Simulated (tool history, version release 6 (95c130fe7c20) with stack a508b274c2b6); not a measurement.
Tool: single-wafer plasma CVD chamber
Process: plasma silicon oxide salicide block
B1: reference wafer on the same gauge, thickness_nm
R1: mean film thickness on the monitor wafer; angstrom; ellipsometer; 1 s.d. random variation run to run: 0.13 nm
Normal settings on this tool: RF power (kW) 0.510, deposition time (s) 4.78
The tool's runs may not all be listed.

run 1 hour=0.0 | RF_power_(kW)=0.510 deposition_time_(s)=4.78 | B1=52.410 | R1=457.74
run 2 hour=19.6 | RF_power_(kW)=0.510 deposition_time_(s)=4.78 | B1=52.342 | R1=457.76
run 3 hour=41.4 | RF_power_(kW)=0.435 deposition_time_(s)=4.78 | B1=52.416 | R1=427.86
run 4 hour=63.5 | RF_power_(kW)=0.435 deposition_time_(s)=4.78 | B1=52.349 | R1=430.26
run 5 hour=91.4 | RF_power_(kW)=0.510 deposition_time_(s)=4.78 | B1=52.417 | R1=456.70
run 6 hour=117.2 | RF_power_(kW)=0.510 deposition_time_(s)=4.78 | B1=52.389 | R1=456.09
-- hour=133.5 RF generator calibrated
run 7 hour=145.4 | RF_power_(kW)=0.510 deposition_time_(s)=4.78 | B1=52.411 | R1=472.81
run 8 hour=166.0 | RF_power_(kW)=0.510 deposition_time_(s)=5.11 | B1=52.413 | R1=508.74
run 9 hour=198.4 | RF_power_(kW)=0.510 deposition_time_(s)=5.37 | B1=52.400 | R1=529.75
-- hour=199.1 gauge calibrated
run 10 hour=225.9 | RF_power_(kW)=0.510 deposition_time_(s)=5.37 | B1=52.408 | R1=529.64
run 11 hour=248.1 | RF_power_(kW)=0.570 deposition_time_(s)=4.04 | B1=52.434 | R1=416.26
run 12 hour=281.4 | RF_power_(kW)=0.440 deposition_time_(s)=4.78 | B1=52.362 | R1=440.87
-- hour=308.8 showerhead replaced
run 13 hour=309.3 | RF_power_(kW)=0.510 deposition_time_(s)=5.11 | B1=52.435 | R1=500.31
run 14 hour=319.9 | RF_power_(kW)=0.410 deposition_time_(s)=4.78 | B1=52.410 | R1=424.73
run 15 hour=339.9 | RF_power_(kW)=0.475 deposition_time_(s)=5.15 | B1=52.433 | R1=489.54
run 16 hour=353.7 | RF_power_(kW)=0.420 deposition_time_(s)=4.07 | B1=52.435 | R1=364.05
run 17 hour=368.8 | RF_power_(kW)=0.510 deposition_time_(s)=4.78 | B1=52.367 | R1=466.74
run 18 hour=393.3 | RF_power_(kW)=0.440 deposition_time_(s)=4.48 | B1=52.397 | R1=410.25
run 19 hour=407.7 | RF_power_(kW)=0.510 deposition_time_(s)=4.78 | B1=52.353 | R1=466.47
run 20 hour=425.4 | RF_power_(kW)=0.460 deposition_time_(s)=4.27 | B1=52.400 | R1=399.17
run 21 hour=442.5 | RF_power_(kW)=0.510 deposition_time_(s)=4.78 | B1=52.427 | R1=464.51

What if the next run were any one of these 3? Each begins from the tool's condition after run 21:
run A hour=442.9 | RF_power_(kW)=0.510 deposition_time_(s)=4.78 | B1=? | R1=?
run B hour=442.9 | RF_power_(kW)=0.570 deposition_time_(s)=4.11 | B1=? | R1=?
run C hour=442.9 | RF_power_(kW)=0.510 deposition_time_(s)=4.51 | B1=? | R1=?

run=A B1=52.392 R1=462.51
run=B B1=52.392 R1=415.88
run=C B1=52.392 R1=436.39
Stripped of hidden state, with their random variation kept, the same runs would have yielded:
run=A R1=471.88
run=B R1=424.30
run=C R1=445.23

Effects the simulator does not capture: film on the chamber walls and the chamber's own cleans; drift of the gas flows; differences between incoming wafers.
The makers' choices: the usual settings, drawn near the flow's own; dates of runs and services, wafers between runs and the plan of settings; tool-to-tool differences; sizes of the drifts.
